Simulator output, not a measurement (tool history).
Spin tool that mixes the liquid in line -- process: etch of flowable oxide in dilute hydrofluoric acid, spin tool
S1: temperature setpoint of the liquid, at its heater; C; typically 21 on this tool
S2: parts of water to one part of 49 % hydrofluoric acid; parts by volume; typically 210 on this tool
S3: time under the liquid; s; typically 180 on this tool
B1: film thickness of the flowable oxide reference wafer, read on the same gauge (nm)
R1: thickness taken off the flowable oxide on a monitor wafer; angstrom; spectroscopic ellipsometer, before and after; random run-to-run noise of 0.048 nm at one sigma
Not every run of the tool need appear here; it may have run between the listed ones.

run,hour,S1,S2,S3,B1,R1
1,0,21,210,180,130.02,148.3
2,10.1,19.5,210,180,130.03,138.5
3,18.7,19.5,210,180,130.02,138.4
4,24.7,21,210,180,129.99,147.3
5,35.2,21,210,180,130,147.2
6,48.1,21,210,180,129.99,147.5
7,62.1,21,210,180,129.99,147.1
8,72.2,21,210,180,130.02,147.6
9,82,21,210,180,130.01,146.7
10,92.5,21,210,180,130,147.2
# hour 100.3: thermometer replaced
11,104.5,21,210,180,130,147.8
# hour 105.3: gauge calibrated
12,121.7,21,210,180,129.99,147.8
13,143.7,21,210,180,130,148.3
14,156,21,285,255,130,144.1
15,172,19,170,285,130,278.2
16,185.9,22.5,210,140,129.99,121.9
17,200.5,21,210,180,130,148.5
18,207.9,21,210,180,129.99,149.1
19,224.7,23.5,210,95,129.99,86.5
20,239.4,19,290,125,130.01,64.8
# hour 250: hydrofluoric acid flow meter replaced
21,254,24.5,210,180,130.01,150.7
22,260.8,17.5,210,180,130.01,116.5
23,276,21,210,180,129.99,133.2
24,292,23,250,270,129.99,174.9
25,299.9,21,210,180,130.03,133.7
26,307.8,21,275,180,129.98,95.8
27,320.1,21,210,180,129.99,133.1

4 ways to go on from here, each from the tool as it stands after run 27. What would each give?
A,320.6,21,135,180,?,?
B,320.6,17,140,90,?,?
C,320.6,24.5,150,130,?,?
D,320.6,21,145,180,?,?

run,B1,R1
A,129.99,224.7
B,129.99,91.6
C,129.99,164.6
D,129.99,207
Without the tool's unlogged condition, the same runs would have read:
run,R1
A,220.8
B,90.1
C,161.7
D,203.3
